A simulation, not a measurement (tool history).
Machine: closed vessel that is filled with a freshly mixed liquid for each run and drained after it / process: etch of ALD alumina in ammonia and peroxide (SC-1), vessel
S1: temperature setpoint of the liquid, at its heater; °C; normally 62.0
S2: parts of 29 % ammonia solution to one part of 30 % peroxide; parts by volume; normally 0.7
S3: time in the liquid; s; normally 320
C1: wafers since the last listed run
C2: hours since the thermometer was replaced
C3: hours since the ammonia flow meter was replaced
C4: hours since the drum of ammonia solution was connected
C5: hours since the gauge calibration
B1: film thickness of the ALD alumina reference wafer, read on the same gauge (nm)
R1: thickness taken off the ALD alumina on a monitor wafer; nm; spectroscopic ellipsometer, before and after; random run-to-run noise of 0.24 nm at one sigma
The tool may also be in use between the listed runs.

| run | hour | S1 | S2 | S3 | C1 | C2 | C3 | C4 | C5 | B1 | R1 |
|---|---|---|---|---|---|---|---|---|---|---|---|
| 1 | 0.0 | 62.0 | 0.7 | 320 | 0 | 2419.7 | 1299.6 | 38.6 | 777.1 | 139.97 | 41.47 |
| 2 | 61.0 | 62.0 | 0.7 | 320 | 4115 | 2480.7 | 1360.6 | 99.6 | 838.1 | 139.99 | 41.46 |
| 3 | 120.5 | 62.0 | 0.7 | 320 | 4014 | 2540.2 | 1420.1 | 159.1 | 897.6 | 139.98 | 42.10 |
|  | 168.9 | gauge calibrated |
| 4 | 177.2 | 62.0 | 0.6 | 255 | 3825 | 2596.9 | 1476.8 | 215.8 | 8.3 | 139.98 | 32.73 |
| 5 | 233.1 | 62.0 | 0.8 | 320 | 3771 | 2652.8 | 1532.7 | 271.7 | 64.2 | 139.99 | 42.12 |
| 6 | 412.0 | 62.0 | 0.8 | 320 | 12069 | 2831.7 | 1711.6 | 450.6 | 243.1 | 139.98 | 43.01 |
| 7 | 461.1 | 62.0 | 0.7 | 320 | 3312 | 2880.8 | 1760.7 | 499.7 | 292.2 | 139.96 | 42.29 |
| 8 | 650.7 | 62.0 | 0.7 | 320 | 12791 | 3070.4 | 1950.3 | 689.3 | 481.8 | 140.01 | 42.63 |

The next listed run, before its measurement:
|  | 656.5 | thermometer replaced |
| 9 | 733.9 | 54.5 | 0.7 | 240 | 5545 | 77.4 | 2033.5 | 772.5 | 565.0 | ? | ? |

{"run 9": {"B1": 140.03, "R1": 19.03}}
The same run, on a tool lacking any hidden state, would have yielded R1 18.94 nm.
